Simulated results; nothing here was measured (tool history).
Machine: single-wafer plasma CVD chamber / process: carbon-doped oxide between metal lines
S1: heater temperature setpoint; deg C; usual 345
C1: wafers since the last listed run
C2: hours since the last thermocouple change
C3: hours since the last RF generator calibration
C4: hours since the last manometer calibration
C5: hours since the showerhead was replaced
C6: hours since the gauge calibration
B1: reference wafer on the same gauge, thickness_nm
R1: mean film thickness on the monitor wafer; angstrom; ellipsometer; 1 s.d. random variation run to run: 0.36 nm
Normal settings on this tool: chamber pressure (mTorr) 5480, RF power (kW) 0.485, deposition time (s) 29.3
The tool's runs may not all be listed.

run 1 hour=0 | S1=345 chamber_pressure_(mTorr)=5480 RF_power_(kW)=0.485 deposition_time_(s)=29.3 | C1=0 C2=1719.1 C3=825.8 C4=2384.9 C5=3122.2 C6=20.3 | B1=126.069 | R1=1246.17
run 2 hour=11 | S1=345 chamber_pressure_(mTorr)=5480 RF_power_(kW)=0.485 deposition_time_(s)=29.3 | C1=150 C2=1730.1 C3=836.8 C4=2395.9 C5=3133.2 C6=31.3 | B1=126.032 | R1=1249.96
run 3 hour=28.3 | S1=345 chamber_pressure_(mTorr)=5480 RF_power_(kW)=0.485 deposition_time_(s)=29.3 | C1=236 C2=1747.4 C3=854.1 C4=2413.2 C5=3150.5 C6=48.6 | B1=126.074 | R1=1248
run 4 hour=42.2 | S1=345 chamber_pressure_(mTorr)=5480 RF_power_(kW)=0.485 deposition_time_(s)=29.3 | C1=190 C2=1761.3 C3=868 C4=2427.1 C5=3164.4 C6=62.5 | B1=125.986 | R1=1246.67
run 5 hour=60.2 | S1=345 chamber_pressure_(mTorr)=5480 RF_power_(kW)=0.485 deposition_time_(s)=29.3 | C1=246 C2=1779.3 C3=886 C4=2445.1 C5=3182.4 C6=80.5 | B1=125.923 | R1=1242.99
run 6 hour=66.3 | S1=345 chamber_pressure_(mTorr)=5480 RF_power_(kW)=0.485 deposition_time_(s)=29.3 | C1=83 C2=1785.4 C3=892.1 C4=2451.2 C5=3188.5 C6=86.6 | B1=125.938 | R1=1242.64
-- hour=84.5 thermocouple changed; heater temperature recalibrated
run 7 hour=85 | S1=345 chamber_pressure_(mTorr)=5480 RF_power_(kW)=0.485 deposition_time_(s)=29.3 | C1=146 C2=0.5 C3=910.8 C4=2469.9 C5=3207.2 C6=105.3 | B1=126.032 | R1=1240.57
run 8 hour=90.3 | S1=345 chamber_pressure_(mTorr)=6210 RF_power_(kW)=0.485 deposition_time_(s)=29.3 | C1=72 C2=5.8 C3=916.1 C4=2475.2 C5=3212.5 C6=110.6 | B1=125.955 | R1=1248.78
-- hour=102.4 showerhead replaced, of another model than before
run 9 hour=102.9 | S1=345 chamber_pressure_(mTorr)=6210 RF_power_(kW)=0.485 deposition_time_(s)=29.3 | C1=62 C2=18.4 C3=928.7 C4=2487.8 C5=0.5 C6=123.2 | B1=126.02 | R1=1290.72
run 10 hour=106.5 | S1=345 chamber_pressure_(mTorr)=6210 RF_power_(kW)=0.485 deposition_time_(s)=29.3 | C1=49 C2=22 C3=932.3 C4=2491.4 C5=4.1 C6=126.8 | B1=126.003 | R1=1290.12
-- hour=125.7 capacitance manometer re-zeroed and calibrated
run 11 hour=126.2 | S1=338 chamber_pressure_(mTorr)=5480 RF_power_(kW)=0.405 deposition_time_(s)=29.3 | C1=160 C2=41.7 C3=952 C4=0.5 C5=23.8 C6=146.5 | B1=125.975 | R1=1109.96
run 12 hour=128.7 | S1=333 chamber_pressure_(mTorr)=5480 RF_power_(kW)=0.56 deposition_time_(s)=34.6 | C1=34 C2=44.2 C3=954.5 C4=3 C5=26.3 C6=149 | B1=125.984 | R1=1722.8
-- hour=136.3 gauge calibrated
run 13 hour=141.5 | S1=339 chamber_pressure_(mTorr)=5480 RF_power_(kW)=0.43 deposition_time_(s)=29.3 | C1=175 C2=57 C3=967.3 C4=15.8 C5=39.1 C6=5.2 | B1=125.936 | R1=1170.23
run 14 hour=155.7 | S1=345 chamber_pressure_(mTorr)=5480 RF_power_(kW)=0.485 deposition_time_(s)=29.3 | C1=194 C2=71.2 C3=981.5 C4=30 C5=53.3 C6=19.4 | B1=125.996 | R1=1267.7
-- hour=173.4 RF generator calibrated
run 15 hour=173.9 | S1=345 chamber_pressure_(mTorr)=5480 RF_power_(kW)=0.485 deposition_time_(s)=29.3 | C1=139 C2=89.4 C3=0.5 C4=48.2 C5=71.5 C6=37.6 | B1=125.992 | R1=1364.68
run 16 hour=181.4 | S1=345 chamber_pressure_(mTorr)=6110 RF_power_(kW)=0.53 deposition_time_(s)=29.3 | C1=102 C2=96.9 C3=8 C4=55.7 C5=79 C6=45.1 | B1=125.99 | R1=1471.21
run 17 hour=224.1 | S1=345 chamber_pressure_(mTorr)=4540 RF_power_(kW)=0.485 deposition_time_(s)=29.3 | C1=584 C2=139.6 C3=50.7 C4=98.4 C5=121.7 C6=87.8 | B1=125.953 | R1=1328
run 18 hour=240.5 | S1=345 chamber_pressure_(mTorr)=6070 RF_power_(kW)=0.485 deposition_time_(s)=24.1 | C1=224 C2=156 C3=67.1 C4=114.8 C5=138.1 C6=104.2 | B1=126.016 | R1=1134.92
run 19 hour=254.7 | S1=355 chamber_pressure_(mTorr)=5480 RF_power_(kW)=0.485 deposition_time_(s)=29.3 | C1=194 C2=170.2 C3=81.3 C4=129 C5=152.3 C6=118.4 | B1=126.019 | R1=1326.58
run 20 hour=270.9 | S1=345 chamber_pressure_(mTorr)=4860 RF_power_(kW)=0.565 deposition_time_(s)=29.3 | C1=221 C2=186.4 C3=97.5 C4=145.2 C5=168.5 C6=134.6 | B1=126.012 | R1=1488.36

For some of the steps in R1 from one run to the next: how much would appear even if the tool had no hidden state, given the settings, what came in and random variation, and how much remains for the hidden state plus any gauge scatter that the measured result and the result without hidden state don't share?
Hidden state at play: wafer temperature above the value expected at the setpoint (K); delivered RF power above the setpoint (%); true pressure above the setpoint (%); gauge reads high (%).
Run 8 -> 9: showerhead replaced, of another model than before. R1 +41.94 angstrom: hidden state +34.32, all else +7.62.
Run 11 -> 12: S1 338 -> 333, RF power (kW) 0.405 -> 0.56, deposition time (s) 29.3 -> 34.6. R1 +612.84 angstrom: hidden state -25.16, all else +638.
Run 12 -> 13: S1 333 -> 339, RF power (kW) 0.56 -> 0.43, deposition time (s) 34.6 -> 29.3, gauge calibrated. R1 -552.57 angstrom: hidden state +20.8, all else -573.37.
Run 14 -> 15: RF generator calibrated. R1 +96.98 angstrom: hidden state +96.32, all else +0.66.
